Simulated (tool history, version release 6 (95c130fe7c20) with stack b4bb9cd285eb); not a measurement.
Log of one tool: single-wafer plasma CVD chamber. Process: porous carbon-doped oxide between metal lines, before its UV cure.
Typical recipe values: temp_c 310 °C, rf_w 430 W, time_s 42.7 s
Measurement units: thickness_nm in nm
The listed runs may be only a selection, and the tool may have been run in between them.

run	day	temp_c	rf_w	time_s	read-back reference wafer on the same gauge, thickness_nm	thickness_nm
1	0.000	310	430	42.7	186.624	216.623
2	0.579	321	430	42.7	186.091	207.283
3	1.612	302	465	42.7	186.055	236.532
4	2.133	306	430	42.7	185.968	219.202
5	4.775	306	430	42.7	185.703	221.670
6	5.775	310	430	42.7	185.548	216.437
7	6.325	310	430	42.7	190.080	220.256
8	7.092	310	430	42.7	189.489	218.763
9	7.954	310	430	42.7	189.553	221.809
10	8.925	324	430	42.7	189.679	206.308
11	9.483	310	430	42.7	189.332	220.806
12	10.333	310	430	42.7	189.188	217.919
13	11.438	317	480	51.1	189.092	270.569
14	12.717	310	430	42.7	189.253	219.006
15	14.108	310	430	42.7	188.758	217.818
16	15.138	310	430	36.2	188.660	188.082
17	16.117	310	430	37.5	188.580	193.924
18	17.175	310	515	48.7	188.568	276.436
19	17.692	319	430	42.7	188.335	212.795
20	18.558	310	430	42.7	188.131	218.503
21	20.979	301	395	50.8	188.099	258.588
22	22.112	296	475	42.7	188.087	248.306
23	23.458	301	430	46.2	188.005	247.196
24	24.554	324	430	48.8	187.963	232.778
25	25.512	310	430	42.7	187.643	219.766
26	26.625	310	430	49.0	187.534	247.475
27	27.821	300	430	42.7	187.575	230.101
28	29.204	310	430	42.7	187.543	216.795
29	30.554	295	365	42.7	187.219	213.077
30	31.121	310	430	42.7	187.064	217.606
31	34.712	316	430	50.5	186.456	250.771
32	35.383	310	430	47.0	186.583	235.885
33	36.442	319	395	45.8	186.065	211.497

The log once held 4 entries between its listed runs, left out of this copy. Where does each go, and what is different about the tool's unlogged condition between the listed run before it and the listed run after it?
In the gap between runs 4 and 5: thermocouple changed; heater temperature recalibrated (day 3.917)
  gauge reads high (%): -2.12 -> -2.28
  difference, measured minus the result without the unlogged condition, thickness_nm: -4.750 -> -5.171 nm
In the gap between runs 6 and 7: gauge calibrated (day 5.925)
  gauge reads high (%): -2.34 -> -0.103
  difference, measured minus the result without the unlogged condition, thickness_nm: -5.184 -> -0.227 nm
In the gap between runs 20 and 21: showerhead replaced (day 19.508)
  gauge reads high (%): -0.836 -> -0.981
  difference, measured minus the result without the unlogged condition, thickness_nm: -1.842 -> -2.562 nm
In the gap between runs 25 and 26: RF generator calibrated (day 26.046)
  gauge reads high (%): -1.25 -> -1.32
  difference, measured minus the result without the unlogged condition, thickness_nm: -2.787 -> -3.308 nm
